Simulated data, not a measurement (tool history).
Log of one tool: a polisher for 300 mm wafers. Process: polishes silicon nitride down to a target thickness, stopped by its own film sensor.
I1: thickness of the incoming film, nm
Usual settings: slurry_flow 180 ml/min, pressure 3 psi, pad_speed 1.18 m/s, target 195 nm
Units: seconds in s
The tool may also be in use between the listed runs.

{"run": 1, "hour": 0.0, "slurry_flow": 180, "pressure": 3, "pad_speed": 1.18, "target": 195, "I1": 390, "seconds": 102.8}
{"run": 2, "hour": 46.6, "slurry_flow": 180, "pressure": 3, "pad_speed": 1.18, "target": 160, "I1": 385.5, "seconds": 120.4}
{"run": 3, "hour": 95.1, "slurry_flow": 180, "pressure": 3, "pad_speed": 1.18, "target": 160, "I1": 396.9, "seconds": 130.1}
{"run": 4, "hour": 128.0, "slurry_flow": 180, "pressure": 3, "pad_speed": 1.18, "target": 160, "I1": 387.2, "seconds": 120.5}
{"run": 5, "hour": 185.6, "slurry_flow": 130, "pressure": 3, "pad_speed": 1.18, "target": 195, "I1": 387.9, "seconds": 113.1}
{"hour": 227.6, "done": "worn pad replaced by a new one"}
{"run": 6, "hour": 232.1, "slurry_flow": 130, "pressure": 3, "pad_speed": 1.18, "target": 195, "I1": 387.8, "seconds": 103.6}
{"run": 7, "hour": 300.0, "slurry_flow": 130, "pressure": 3, "pad_speed": 1.18, "target": 195, "I1": 386.1, "seconds": 103.4}
{"hour": 316.1, "done": "slurry nozzle cleaned"}
{"run": 8, "hour": 364.9, "slurry_flow": 180, "pressure": 3, "pad_speed": 1.18, "target": 195, "I1": 394.8, "seconds": 103.5}
{"run": 9, "hour": 400.2, "slurry_flow": 180, "pressure": 3, "pad_speed": 1.18, "target": 195, "I1": 395.2, "seconds": 109.1}
{"run": 10, "hour": 459.2, "slurry_flow": 180, "pressure": 3, "pad_speed": 1.18, "target": 195, "I1": 391.6, "seconds": 106.8}
{"run": 11, "hour": 496.8, "slurry_flow": 180, "pressure": 3, "pad_speed": 1.18, "target": 195, "I1": 384.1, "seconds": 99.1}
{"run": 12, "hour": 554.1, "slurry_flow": 180, "pressure": 3, "pad_speed": 1.18, "target": 195, "I1": 390.9, "seconds": 107.1}
{"hour": 610.1, "done": "head pressure recalibrated"}
{"run": 13, "hour": 611.5, "slurry_flow": 180, "pressure": 3, "pad_speed": 1.18, "target": 142, "I1": 389, "seconds": 139.6}
{"hour": 625.5, "done": "worn pad replaced by a new one"}
{"run": 14, "hour": 649.7, "slurry_flow": 180, "pressure": 3, "pad_speed": 1.18, "target": 142, "I1": 390.6, "seconds": 128.3}
{"run": 15, "hour": 687.5, "slurry_flow": 180, "pressure": 3, "pad_speed": 1.18, "target": 142, "I1": 388.2, "seconds": 127.1}
{"run": 16, "hour": 740.5, "slurry_flow": 140, "pressure": 3, "pad_speed": 0.92, "target": 195, "I1": 390.1, "seconds": 132.2}
{"run": 17, "hour": 768.5, "slurry_flow": 215, "pressure": 3, "pad_speed": 0.9, "target": 195, "I1": 387.1, "seconds": 123.9}
{"run": 18, "hour": 887.1, "slurry_flow": 180, "pressure": 3, "pad_speed": 1.32, "target": 249, "I1": 383.2, "seconds": 67.5}
{"run": 19, "hour": 933.2, "slurry_flow": 210, "pressure": 2.2, "pad_speed": 1.38, "target": 238, "I1": 388.9, "seconds": 97}
{"hour": 969.4, "done": "slurry nozzle cleaned"}
{"run": 20, "hour": 1002.8, "slurry_flow": 180, "pressure": 3, "pad_speed": 1.18, "target": 195, "I1": 381.1, "seconds": 104.2}
{"hour": 1026.0, "done": "worn pad replaced by a new one"}
{"run": 21, "hour": 1065.5, "slurry_flow": 180, "pressure": 2.7, "pad_speed": 1.18, "target": 195, "I1": 395.3, "seconds": 110.6}
{"run": 22, "hour": 1100.7, "slurry_flow": 180, "pressure": 3, "pad_speed": 1.18, "target": 195, "I1": 390.3, "seconds": 96.9}
{"run": 23, "hour": 1170.2, "slurry_flow": 180, "pressure": 3, "pad_speed": 1.18, "target": 195, "I1": 383, "seconds": 99.2}
{"run": 24, "hour": 1199.6, "slurry_flow": 200, "pressure": 3, "pad_speed": 1.18, "target": 218, "I1": 394.2, "seconds": 91.3}
{"run": 25, "hour": 1270.8, "slurry_flow": 180, "pressure": 2.4, "pad_speed": 0.98, "target": 195, "I1": 392.2, "seconds": 150.6}
{"run": 26, "hour": 1316.6, "slurry_flow": 160, "pressure": 3, "pad_speed": 1.18, "target": 195, "I1": 389.2, "seconds": 106.7}
{"run": 27, "hour": 1358.5, "slurry_flow": 210, "pressure": 3.5, "pad_speed": 1.18, "target": 148, "I1": 384.2, "seconds": 104.6}
{"hour": 1426.1, "done": "worn pad replaced by a new one"}
{"run": 28, "hour": 1487.0, "slurry_flow": 180, "pressure": 2.1, "pad_speed": 1.18, "target": 195, "I1": 390.2, "seconds": 143}
{"run": 29, "hour": 1537.3, "slurry_flow": 180, "pressure": 3, "pad_speed": 1.18, "target": 195, "I1": 386.6, "seconds": 103.1}
{"hour": 1555.8, "done": "head pressure recalibrated"}
{"hour": 1560.0, "done": "slurry nozzle cleaned"}
{"run": 30, "hour": 1568.3, "slurry_flow": 245, "pressure": 2.7, "pad_speed": 0.86, "target": 150, "I1": 392.6, "seconds": 177.8}
{"run": 31, "hour": 1614.7, "slurry_flow": 180, "pressure": 3, "pad_speed": 1.18, "target": 195, "I1": 387.1, "seconds": 103.9}
{"run": 32, "hour": 1638.8, "slurry_flow": 180, "pressure": 3, "pad_speed": 1.18, "target": 195, "I1": 396.5, "seconds": 111.3}
{"run": 33, "hour": 1676.4, "slurry_flow": 180, "pressure": 3, "pad_speed": 1.18, "target": 169, "I1": 394.3, "seconds": 123.2}
{"run": 34, "hour": 1730.6, "slurry_flow": 180, "pressure": 3, "pad_speed": 1.52, "target": 195, "I1": 384, "seconds": 85.2}
{"run": 35, "hour": 1778.2, "slurry_flow": 180, "pressure": 3, "pad_speed": 1.18, "target": 195, "I1": 390.1, "seconds": 109.1}
{"run": 36, "hour": 1810.7, "slurry_flow": 155, "pressure": 3, "pad_speed": 1.18, "target": 195, "I1": 394.7, "seconds": 114.3}
{"run": 37, "hour": 1841.1, "slurry_flow": 180, "pressure": 3, "pad_speed": 1.18, "target": 231, "I1": 394.8, "seconds": 95}
{"run": 38, "hour": 1886.4, "slurry_flow": 130, "pressure": 3, "pad_speed": 1.18, "target": 195, "I1": 389.8, "seconds": 119.4}

3 ways to go on from here, each from the tool as it stands after run 38. What would each give?
{"run": "A", "hour": 1886.9, "slurry_flow": 180, "pressure": 3, "pad_speed": 1.18, "target": 195, "I1": 390.2, "seconds": "?"}
{"run": "B", "hour": 1886.9, "slurry_flow": 180, "pressure": 3, "pad_speed": 1.44, "target": 195, "I1": 390.2, "seconds": "?"}
{"run": "C", "hour": 1886.9, "slurry_flow": 180, "pressure": 3, "pad_speed": 1.38, "target": 195, "I1": 390.2, "seconds": "?"}

run=A seconds=113.4
run=B seconds=96.7
run=C seconds=100.1
Without the tool's hidden state the same runs would have given:
run=A seconds=96.6
run=B seconds=82.4
run=C seconds=85.2

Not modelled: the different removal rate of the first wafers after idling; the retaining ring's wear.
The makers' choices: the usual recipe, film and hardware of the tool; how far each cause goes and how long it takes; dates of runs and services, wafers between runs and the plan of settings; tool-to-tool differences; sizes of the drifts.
